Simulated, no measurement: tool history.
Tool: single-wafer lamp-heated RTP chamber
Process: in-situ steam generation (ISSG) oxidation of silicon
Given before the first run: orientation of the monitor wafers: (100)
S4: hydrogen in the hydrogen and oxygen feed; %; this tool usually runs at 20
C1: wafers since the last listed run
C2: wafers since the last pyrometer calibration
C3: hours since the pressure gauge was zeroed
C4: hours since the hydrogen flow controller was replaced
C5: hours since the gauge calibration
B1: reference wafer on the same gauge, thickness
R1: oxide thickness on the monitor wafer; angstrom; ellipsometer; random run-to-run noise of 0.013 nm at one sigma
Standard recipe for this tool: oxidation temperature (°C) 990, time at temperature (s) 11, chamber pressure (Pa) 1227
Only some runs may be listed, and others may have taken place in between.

Run 1, hour 0: usual settings but oxidation temperature (°C) 984; C1 0; C2 1565; C3 1652.8; C4 2760.3; C5 408; B1 3.518. Result: R1 36.04 angstrom.
Run 2, hour 54.8: usual settings but time at temperature (s) 12; C1 760; C2 2326; C3 1707.6; C4 2815.1; C5 462.8; B1 3.52. Result: R1 38.21 angstrom.
Run 3, hour 87.8: usual settings but time at temperature (s) 12; C1 458; C2 2784; C3 1740.6; C4 2848.1; C5 495.8; B1 3.519. Result: R1 38.49 angstrom.
Run 4, hour 125.5: usual settings but time at temperature (s) 12; C1 523; C2 3307; C3 1778.3; C4 2885.8; C5 533.5; B1 3.517. Result: R1 38.53 angstrom.
Run 5, hour 164.8: usual settings but S4 17 %; C1 545; C2 3853; C3 1817.6; C4 2925.1; C5 572.8; B1 3.526. Result: R1 35.83 angstrom.
At hour 233.2: pyrometer window cleaned and pyrometer calibrated.
Run 6, hour 235.9: usual settings but S4 17 %; C1 875; C2 36; C3 1888.7; C4 2996.2; C5 643.9; B1 3.522. Result: R1 34.9 angstrom.
Run 7, hour 265: usual settings but S4 17 %; C1 403; C2 440; C3 1917.8; C4 3025.3; C5 673; B1 3.519. Result: R1 35.1 angstrom.
Run 8, hour 310.8: usual settings; C1 635; C2 1076; C3 1963.6; C4 3071.1; C5 718.8; B1 3.522. Result: R1 36.81 angstrom.
Run 9, hour 355.9: usual settings; C1 625; C2 1702; C3 2008.7; C4 3116.2; C5 763.9; B1 3.523. Result: R1 36.53 angstrom.
Run 10, hour 414.8: usual settings; C1 817; C2 2520; C3 2067.6; C4 3175.1; C5 822.8; B1 3.519. Result: R1 36.91 angstrom.
At hour 424.5: hydrogen flow controller replaced.
At hour 488.9: pressure gauge zeroed.
Run 11, hour 489.4: usual settings but oxidation temperature (°C) 979; C1 813; C2 3333; C3 0.5; C4 64.9; C5 897.4; B1 3.525. Result: R1 36.04 angstrom.
Run 12, hour 531.8: usual settings but oxidation temperature (°C) 979; C1 588; C2 3921; C3 42.9; C4 107.3; C5 939.8; B1 3.523. Result: R1 35.95 angstrom.
At hour 580.4: pyrometer window cleaned and pyrometer calibrated.
Run 13, hour 582.1: usual settings but chamber pressure (Pa) 1280; C1 587; C2 23; C3 93.2; C4 157.6; C5 990.1; B1 3.521. Result: R1 36.2 angstrom.
Run 14, hour 677.6: usual settings but S4 13 %; C1 1325; C2 1348; C3 188.7; C4 253.1; C5 1085.6; B1 3.525. Result: R1 33.29 angstrom.
Run 15, hour 744.9: usual settings; C1 934; C2 2282; C3 256; C4 320.4; C5 1152.9; B1 3.514. Result: R1 36.89 angstrom.
Run 16, hour 797.4: usual settings but time at temperature (s) 13, chamber pressure (Pa) 1053; C1 728; C2 3011; C3 308.5; C4 372.9; C5 1205.4; B1 3.52. Result: R1 40.06 angstrom.
Run 17, hour 867.5: usual settings but chamber pressure (Pa) 1133; C1 972; C2 3984; C3 378.6; C4 443; C5 1275.5; B1 3.517. Result: R1 37.51 angstrom.
Run 18, hour 898.1: usual settings but oxidation temperature (°C) 982; C1 424; C2 4409; C3 409.2; C4 473.6; C5 1306.1; B1 3.524. Result: R1 36.44 angstrom.
At hour 915.3: gauge calibrated.
At hour 937.9: pyrometer window cleaned and pyrometer calibrated.
Run 19, hour 938.4: usual settings but time at temperature (s) 9; C1 448; C2 7; C3 449.5; C4 513.9; C5 23.1; B1 3.52. Result: R1 33.5 angstrom.
Run 20, hour 966.1: usual settings but oxidation temperature (°C) 996, S4 13 %; C1 384; C2 391; C3 477.2; C4 541.6; C5 50.8; B1 3.521. Result: R1 33.65 angstrom.
Run 21, hour 1004.6: usual settings; C1 534; C2 926; C3 515.7; C4 580.1; C5 89.3; B1 3.523. Result: R1 36.58 angstrom.
Run 22, hour 1050.8: usual settings but time at temperature (s) 7; C1 641; C2 1567; C3 561.9; C4 626.3; C5 135.5; B1 3.517. Result: R1 30.83 angstrom.
Run 23, hour 1118.6: usual settings but time at temperature (s) 10, chamber pressure (Pa) 1147, S4 11 %; C1 941; C2 2508; C3 629.7; C4 694.1; C5 203.3; B1 3.524. Result: R1 31.06 angstrom.
Run 24, hour 1181.5: usual settings; C1 873; C2 3381; C3 692.6; C4 757; C5 266.2; B1 3.521. Result: R1 37.06 angstrom.
Run 25, hour 1224.4: usual settings but time at temperature (s) 15, chamber pressure (Pa) 1040; C1 595; C2 3976; C3 735.5; C4 799.9; C5 309.1; B1 3.523. Result: R1 43.2 angstrom.

Forecast each of these 5 alternatives for the next run:
Run A, hour 1224.8: usual settings but S4 11 %; C1 5; C2 3982; C3 735.9; C4 800.3; C5 309.5; B1 ?. Result: R1 ?.
Run B, hour 1224.8: usual settings but oxidation temperature (°C) 1006, time at temperature (s) 8, chamber pressure (Pa) 1360; C1 5; C2 3982; C3 735.9; C4 800.3; C5 309.5; B1 ?. Result: R1 ?.
Run C, hour 1224.8: usual settings but time at temperature (s) 9, chamber pressure (Pa) 1093, S4 11 %; C1 5; C2 3982; C3 735.9; C4 800.3; C5 309.5; B1 ?. Result: R1 ?.
Run D, hour 1224.8: usual settings but oxidation temperature (°C) 1008, chamber pressure (Pa) 1347, S4 15 %; C1 5; C2 3982; C3 735.9; C4 800.3; C5 309.5; B1 ?. Result: R1 ?.
Run E, hour 1224.8: usual settings but time at temperature (s) 8; C1 5; C2 3982; C3 735.9; C4 800.3; C5 309.5; B1 ?. Result: R1 ?.

run     B1     R1
  A  3.523  32.47
  B  3.523  33.63
  C  3.523  29.89
  D  3.523   36.6
  E  3.523  32.62
Take away the tool's hidden state, keep each run's random variation, and the runs would have read:
run     R1
  A  31.63
  B  32.75
  C  29.17
  D  35.51
  E  31.87
